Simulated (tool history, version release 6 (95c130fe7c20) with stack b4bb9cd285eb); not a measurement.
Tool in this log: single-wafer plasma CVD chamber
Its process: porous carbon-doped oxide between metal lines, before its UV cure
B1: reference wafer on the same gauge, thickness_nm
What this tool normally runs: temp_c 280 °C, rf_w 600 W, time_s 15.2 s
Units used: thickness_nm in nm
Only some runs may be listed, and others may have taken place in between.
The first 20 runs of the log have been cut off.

{"run": 21, "hour": 1939.4, "temp_c": 280, "rf_w": 600, "time_s": 15.2, "B1": 117.942, "thickness_nm": 100.346}
{"run": 22, "hour": 1994.0, "temp_c": 285, "rf_w": 510, "time_s": 15.2, "B1": 117.943, "thickness_nm": 87.393}
{"run": 23, "hour": 2040.1, "temp_c": 280, "rf_w": 705, "time_s": 13.4, "B1": 117.889, "thickness_nm": 97.263}
{"run": 24, "hour": 2093.8, "temp_c": 292, "rf_w": 670, "time_s": 15.2, "B1": 117.889, "thickness_nm": 99.704}
{"run": 25, "hour": 2198.5, "temp_c": 276, "rf_w": 500, "time_s": 15.2, "B1": 117.907, "thickness_nm": 91.588}
{"run": 26, "hour": 2257.6, "temp_c": 266, "rf_w": 510, "time_s": 16.8, "B1": 117.966, "thickness_nm": 108.489}
{"hour": 2442.8, "done": "thermocouple changed; heater temperature recalibrated"}
{"run": 27, "hour": 2487.2, "temp_c": 290, "rf_w": 600, "time_s": 15.2, "B1": 117.936, "thickness_nm": 93.246}
{"run": 28, "hour": 2549.8, "temp_c": 280, "rf_w": 600, "time_s": 16.7, "B1": 117.862, "thickness_nm": 107.435}
{"run": 29, "hour": 2653.0, "temp_c": 280, "rf_w": 600, "time_s": 16.5, "B1": 117.892, "thickness_nm": 106.213}
{"run": 30, "hour": 2695.2, "temp_c": 290, "rf_w": 510, "time_s": 15.2, "B1": 117.938, "thickness_nm": 83.828}
{"run": 31, "hour": 2768.8, "temp_c": 274, "rf_w": 655, "time_s": 16.2, "B1": 117.861, "thickness_nm": 114.384}

What if the next run were any one of these 5? Each begins from the tool's condition after run 31:
{"run": "A", "hour": 2769.2, "temp_c": 280, "rf_w": 690, "time_s": 15.2, "B1": "?", "thickness_nm": "?"}
{"run": "B", "hour": 2769.2, "temp_c": 292, "rf_w": 600, "time_s": 16.9, "B1": "?", "thickness_nm": "?"}
{"run": "C", "hour": 2769.2, "temp_c": 287, "rf_w": 665, "time_s": 13.6, "B1": "?", "thickness_nm": "?"}
{"run": "D", "hour": 2769.2, "temp_c": 280, "rf_w": 530, "time_s": 15.2, "B1": "?", "thickness_nm": "?"}
{"run": "E", "hour": 2769.2, "temp_c": 295, "rf_w": 540, "time_s": 18.2, "B1": "?", "thickness_nm": "?"}

run=A B1=117.866 thickness_nm=107.112
run=B B1=117.866 thickness_nm=102.084
run=C B1=117.866 thickness_nm=90.546
run=D B1=117.866 thickness_nm=91.214
run=E B1=117.866 thickness_nm=101.24
Stripped of hidden state, with their random variation kept, the same runs would have yielded:
run=A thickness_nm=108.328
run=B thickness_nm=103.243
run=C thickness_nm=91.57
run=D thickness_nm=92.281
run=E thickness_nm=102.408
